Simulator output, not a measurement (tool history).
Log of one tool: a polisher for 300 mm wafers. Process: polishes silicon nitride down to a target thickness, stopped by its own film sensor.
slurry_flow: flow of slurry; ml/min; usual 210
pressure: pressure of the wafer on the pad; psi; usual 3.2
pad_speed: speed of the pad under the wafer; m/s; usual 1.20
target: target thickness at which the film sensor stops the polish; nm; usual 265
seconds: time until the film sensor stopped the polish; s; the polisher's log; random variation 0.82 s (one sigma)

run	hour	slurry_flow	pressure	pad_speed	target	wafers since the last listed run	wafers polished on this pad	hours since the slurry nozzle was cleaned	hours since the head pressure was calibrated	incoming thickness of the incoming film, nm	seconds
1	0.0	155	3.2	1.20	265	0	1081	326.2	212.6	420.5	110.1
2	7.2	155	3.2	1.20	265	79	1161	333.4	219.8	415.6	106.3
# hour 22.2: worn pad replaced by a new one
3	22.7	155	3.2	1.20	265	127	5	348.9	235.3	420.7	99.8
4	31.9	210	3.2	1.20	265	102	107	358.1	244.5	425.5	99.8
5	47.7	210	3.2	1.20	265	175	282	373.9	260.3	419.1	99.2
6	64.5	210	3.2	1.20	265	186	469	390.7	277.1	421.5	102.8
7	75.4	175	3.2	1.20	265	120	590	401.6	288.0	413.7	101.0
8	88.3	175	3.2	1.20	265	143	733	414.5	300.9	412.7	102.1
9	99.8	145	2.7	1.20	265	127	861	426.0	312.4	420.9	123.2
# hour 108.4: slurry nozzle cleaned
10	114.2	250	2.3	0.96	281	148	1009	5.8	326.8	421.7	131.3
# hour 122.5: head pressure recalibrated
# hour 124.9: worn pad replaced by a new one
11	128.7	190	3.2	1.20	265	111	41	20.3	6.2	416.0	94.2
12	140.0	175	3.2	1.20	265	125	167	31.6	17.5	423.6	102.7
13	150.1	270	2.2	0.86	280	112	279	41.7	27.6	422.4	139.2
14	170.8	210	3.2	1.20	265	229	508	62.4	48.3	423.7	105.7
15	178.5	210	2.5	1.20	265	85	594	70.1	56.0	420.6	118.4
16	191.3	210	3.2	1.20	288	142	736	82.9	68.8	421.6	89.4
17	206.6	170	3.8	0.86	238	169	906	98.2	84.1	424.6	147.3

Hidden state or all else? Some run-to-run changes of seconds, split into what the settings, what came in and random variation would give without the hidden state, and what is left for the hidden state (with any gauge scatter that isn't in both results):
The hidden state here: removal rate lost through wear of the pad, %; slurry flow missing at the pad, %; deviation of the head's pressure from its setpoint, %.
Run 10 -> 11: slurry_flow 250 -> 190, pressure 2.3 -> 3.2, pad_speed 0.96 -> 1.20, target 281 -> 265, head pressure recalibrated, worn pad replaced by a new one. seconds -37.1 s: hidden state -11.7, all else -25.4.
Run 16 -> 17: slurry_flow 210 -> 170, pressure 3.2 -> 3.8, pad_speed 1.20 -> 0.86, target 288 -> 238. seconds +57.9 s: hidden state +5.8, all else +52.1.

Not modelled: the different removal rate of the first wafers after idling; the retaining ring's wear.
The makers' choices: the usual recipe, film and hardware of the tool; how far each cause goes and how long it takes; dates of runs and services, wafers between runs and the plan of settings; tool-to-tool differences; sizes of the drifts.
